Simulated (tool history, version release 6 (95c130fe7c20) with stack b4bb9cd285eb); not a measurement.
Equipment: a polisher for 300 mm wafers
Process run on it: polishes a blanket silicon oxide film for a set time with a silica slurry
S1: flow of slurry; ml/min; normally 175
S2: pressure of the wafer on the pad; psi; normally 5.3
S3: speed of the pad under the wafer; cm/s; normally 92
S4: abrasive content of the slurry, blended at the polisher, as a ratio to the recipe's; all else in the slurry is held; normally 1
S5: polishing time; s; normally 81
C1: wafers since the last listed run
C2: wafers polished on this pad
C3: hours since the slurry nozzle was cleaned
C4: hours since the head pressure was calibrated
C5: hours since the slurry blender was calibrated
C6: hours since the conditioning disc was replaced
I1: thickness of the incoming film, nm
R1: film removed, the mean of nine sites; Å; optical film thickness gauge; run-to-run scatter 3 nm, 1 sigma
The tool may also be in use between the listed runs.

Run 1, hour 0: usual settings; C1 0; C2 2377; C3 262.4; C4 234.3; C5 319.7; C6 202; I1 1730.4. Result: R1 2271 Å.
At hour 38.2: slurry blender recalibrated.
Run 2, hour 40.6: usual settings; C1 408; C2 2785; C3 303; C4 274.9; C5 2.4; C6 242.6; I1 1728.2. Result: R1 2327 Å.
Run 3, hour 91.8: usual settings; C1 541; C2 3326; C3 354.2; C4 326.1; C5 53.6; C6 293.8; I1 1748.4. Result: R1 2309 Å.
At hour 175.8: worn pad replaced by a new one.
Run 4, hour 180.2: usual settings; C1 892; C2 46; C3 442.6; C4 414.5; C5 142; C6 382.2; I1 1713.7. Result: R1 2316 Å.
At hour 206.3: conditioning disc replaced and pad reconditioned.
Run 5, hour 263.7: usual settings; C1 861; C2 907; C3 526.1; C4 498; C5 225.5; C6 57.4; I1 1720.8. Result: R1 2322 Å.
Run 6, hour 300.6: usual settings; C1 390; C2 1297; C3 563; C4 534.9; C5 262.4; C6 94.3; I1 1735.4. Result: R1 2325 Å.
Run 7, hour 343.1: usual settings but S5 91 s; C1 449; C2 1746; C3 605.5; C4 577.4; C5 304.9; C6 136.8; I1 1718.8. Result: R1 2543 Å.
At hour 386.7: slurry blender recalibrated.
At hour 407.4: slurry nozzle cleaned.
Run 8, hour 540.5: usual settings but S5 91 s; C1 2054; C2 3801; C3 133.1; C4 774.8; C5 153.8; C6 334.2; I1 1709.3. Result: R1 2652 Å.
At hour 595: worn pad replaced by a new one.
Run 9, hour 631.7: usual settings but S5 91 s; C1 921; C2 387; C3 224.3; C4 866; C5 245; C6 425.4; I1 1724.4. Result: R1 2600 Å.
At hour 674.2: conditioning disc replaced and pad reconditioned.
At hour 703.4: head pressure recalibrated.
Run 10, hour 713.4: usual settings but S4 1.2; C1 821; C2 1209; C3 306; C4 10; C5 326.7; C6 39.2; I1 1716.2. Result: R1 2566 Å.
Run 11, hour 775: usual settings but S4 1.2; C1 651; C2 1860; C3 367.6; C4 71.6; C5 388.3; C6 100.8; I1 1728.3. Result: R1 2560 Å.
At hour 815.9: slurry blender recalibrated.
At hour 948.1: worn pad replaced by a new one.
Run 12, hour 976.3: usual settings; C1 2064; C2 298; C3 568.9; C4 272.9; C5 160.4; C6 302.1; I1 1701.8. Result: R1 2309 Å.
At hour 1037.1: slurry nozzle cleaned.
Run 13, hour 1081.4: usual settings but S5 91 s; C1 1100; C2 1398; C3 44.3; C4 378; C5 265.5; C6 407.2; I1 1699.8. Result: R1 2643 Å.
At hour 1118.5: conditioning disc replaced and pad reconditioned.
Run 14, hour 1127.4: usual settings but S1 230 ml/min; C1 465; C2 1863; C3 90.3; C4 424; C5 311.5; C6 8.9; I1 1708. Result: R1 2350 Å.
Run 15, hour 1170.6: usual settings but S4 1.1, S5 89 s; C1 456; C2 2320; C3 133.5; C4 467.2; C5 354.7; C6 52.1; I1 1734.1. Result: R1 2695 Å.
Run 16, hour 1219.9: usual settings; C1 521; C2 2841; C3 182.8; C4 516.5; C5 404; C6 101.4; I1 1702. Result: R1 2321 Å.
At hour 1228.8: slurry blender recalibrated.
Run 17, hour 1319.9: usual settings; C1 1035; C2 3877; C3 282.8; C4 616.5; C5 91.1; C6 201.4; I1 1709. Result: R1 2311 Å.
At hour 1373.5: worn pad replaced by a new one.
Run 18, hour 1417.7: usual settings but S4 0.75, S5 102 s; C1 991; C2 467; C3 380.6; C4 714.3; C5 188.9; C6 299.2; I1 1718.7. Result: R1 2429 Å.
Run 19, hour 1505.5: usual settings but S1 230 ml/min, S4 1.2; C1 928; C2 1395; C3 468.4; C4 802.1; C5 276.7; C6 387; I1 1717.3. Result: R1 2622 Å.
At hour 1553.6: slurry blender recalibrated.
At hour 1554.1: slurry nozzle cleaned.
At hour 1557.2: conditioning disc replaced and pad reconditioned.
Run 20, hour 1562.5: usual settings but S3 66 cm/s, S4 1.15; C1 555; C2 1951; C3 8.4; C4 859.1; C5 8.9; C6 5.3; I1 1726.1. Result: R1 1940 Å.
At hour 1632.2: head pressure recalibrated.
Run 21, hour 1652.5: usual settings but S1 225 ml/min, S3 82 cm/s; C1 930; C2 2881; C3 98.4; C4 20.3; C5 98.9; C6 95.3; I1 1688.2. Result: R1 2136 Å.
Run 22, hour 1702.2: usual settings but S1 150 ml/min; C1 525; C2 3406; C3 148.1; C4 70; C5 148.6; C6 145; I1 1698.9. Result: R1 2315 Å.
Run 23, hour 1742.6: usual settings but S1 140 ml/min, S2 7.1 psi, S4 1.25, S5 72 s; C1 427; C2 3833; C3 188.5; C4 110.4; C5 189; C6 185.4; I1 1732.9. Result: R1 2926 Å.
At hour 1788.7: worn pad replaced by a new one.
Run 24, hour 1837: usual settings; C1 955; C2 510; C3 282.9; C4 204.8; C5 283.4; C6 279.8; I1 1708.3. Result: R1 2320 Å.

Alternative continuations, all from the tool just after run 24; predict every row:
Run A, hour 1837.4: usual settings but S1 205 ml/min; C1 4; C2 514; C3 283.3; C4 205.2; C5 283.8; C6 280.2; I1 1733.7. Result: R1 ?.
Run B, hour 1837.4: usual settings but S1 140 ml/min, S2 4.4 psi, S4 0.75; C1 4; C2 514; C3 283.3; C4 205.2; C5 283.8; C6 280.2; I1 1733.7. Result: R1 ?.
Run C, hour 1837.4: usual settings but S5 69 s; C1 4; C2 514; C3 283.3; C4 205.2; C5 283.8; C6 280.2; I1 1733.7. Result: R1 ?.
Run D, hour 1837.4: usual settings but S2 4.4 psi; C1 4; C2 514; C3 283.3; C4 205.2; C5 283.8; C6 280.2; I1 1733.7. Result: R1 ?.
Run E, hour 1837.4: usual settings but S2 6.5 psi, S3 112 cm/s; C1 4; C2 514; C3 283.3; C4 205.2; C5 283.8; C6 280.2; I1 1733.7. Result: R1 ?.

run    R1
  A  2347
  B  1645
  C  1971
  D  2003
  E  3193
Without the tool's hidden state the same runs would have given:
run    R1
  A  2347
  B  1645
  C  1971
  D  2003
  E  3193
